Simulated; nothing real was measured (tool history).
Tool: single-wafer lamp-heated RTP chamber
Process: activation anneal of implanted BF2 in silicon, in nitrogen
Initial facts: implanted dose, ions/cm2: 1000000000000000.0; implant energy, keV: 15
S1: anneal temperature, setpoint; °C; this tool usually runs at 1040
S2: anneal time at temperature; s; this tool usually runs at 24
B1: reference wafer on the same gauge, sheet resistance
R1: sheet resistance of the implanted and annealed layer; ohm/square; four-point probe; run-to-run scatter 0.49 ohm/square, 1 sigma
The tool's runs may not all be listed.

{"run": 1, "day": 0.0, "S1": 1040, "S2": 30, "B1": 166.99, "R1": 145.02}
{"run": 2, "day": 0.254, "S1": 1062, "S2": 16, "B1": 167.11, "R1": 140.46}
{"day": 0.608, "done": "pyrometer window cleaned and pyrometer calibrated"}
{"day": 0.667, "done": "gauge calibrated"}
{"run": 3, "day": 0.721, "S1": 1062, "S2": 16, "B1": 167.02, "R1": 145.59}
{"run": 4, "day": 1.004, "S1": 1062, "S2": 16, "B1": 166.95, "R1": 145.07}
{"run": 5, "day": 1.483, "S1": 1040, "S2": 24, "B1": 167.14, "R1": 152.44}
{"run": 6, "day": 2.188, "S1": 1040, "S2": 24, "B1": 166.97, "R1": 152.45}
{"run": 7, "day": 2.454, "S1": 1040, "S2": 31, "B1": 167.02, "R1": 146.77}
{"run": 8, "day": 2.804, "S1": 1040, "S2": 31, "B1": 166.91, "R1": 146.08}
{"run": 9, "day": 3.158, "S1": 1050, "S2": 24, "B1": 167.07, "R1": 143.36}
{"run": 10, "day": 3.546, "S1": 1050, "S2": 24, "B1": 167.0, "R1": 143.4}
{"run": 11, "day": 5.267, "S1": 1040, "S2": 24, "B1": 166.89, "R1": 149.13}
{"run": 12, "day": 5.796, "S1": 1040, "S2": 24, "B1": 166.96, "R1": 148.49}
{"run": 13, "day": 6.508, "S1": 1040, "S2": 20, "B1": 167.1, "R1": 152.16}
{"run": 14, "day": 7.062, "S1": 1040, "S2": 20, "B1": 166.91, "R1": 150.89}
{"run": 15, "day": 7.633, "S1": 1040, "S2": 20, "B1": 166.97, "R1": 150.38}
{"run": 16, "day": 7.912, "S1": 1055, "S2": 24, "B1": 166.99, "R1": 136.81}
{"run": 17, "day": 8.592, "S1": 1019, "S2": 38, "B1": 166.98, "R1": 150.97}
{"day": 9.275, "done": "reflector plate cleaned"}
{"run": 18, "day": 9.296, "S1": 1067, "S2": 24, "B1": 167.06, "R1": 130.77}
{"run": 19, "day": 9.438, "S1": 1040, "S2": 24, "B1": 166.97, "R1": 150.74}
{"run": 20, "day": 9.7, "S1": 1040, "S2": 15, "B1": 166.89, "R1": 157.26}
{"day": 9.925, "done": "gauge calibrated"}
{"run": 21, "day": 11.012, "S1": 1040, "S2": 24, "B1": 167.08, "R1": 148.6}
{"run": 22, "day": 11.371, "S1": 1022, "S2": 16, "B1": 166.98, "R1": 171.94}
{"day": 12.092, "done": "pyrometer window cleaned and pyrometer calibrated"}
{"run": 23, "day": 12.112, "S1": 1015, "S2": 24, "B1": 166.97, "R1": 172.97}
{"run": 24, "day": 12.471, "S1": 1027, "S2": 12, "B1": 167.1, "R1": 180.86}
{"run": 25, "day": 13.171, "S1": 1040, "S2": 24, "B1": 167.11, "R1": 152.17}
{"run": 26, "day": 13.779, "S1": 1064, "S2": 28, "B1": 166.91, "R1": 130.42}
{"run": 27, "day": 14.033, "S1": 1040, "S2": 24, "B1": 166.99, "R1": 150.73}
{"run": 28, "day": 14.517, "S1": 1058, "S2": 30, "B1": 166.9, "R1": 132.98}
{"run": 29, "day": 15.125, "S1": 1040, "S2": 24, "B1": 167.01, "R1": 149.66}

Expected results for the next run?
{"run": 30, "day": 15.771, "S1": 1057, "S2": 38, "B1": "?", "R1": "?"}

{"run 30": {"B1": 167.04, "R1": 128.32}}
On a tool with no hidden condition, and with the same random variation, this run would have come out at R1 136.46 ohm/square.
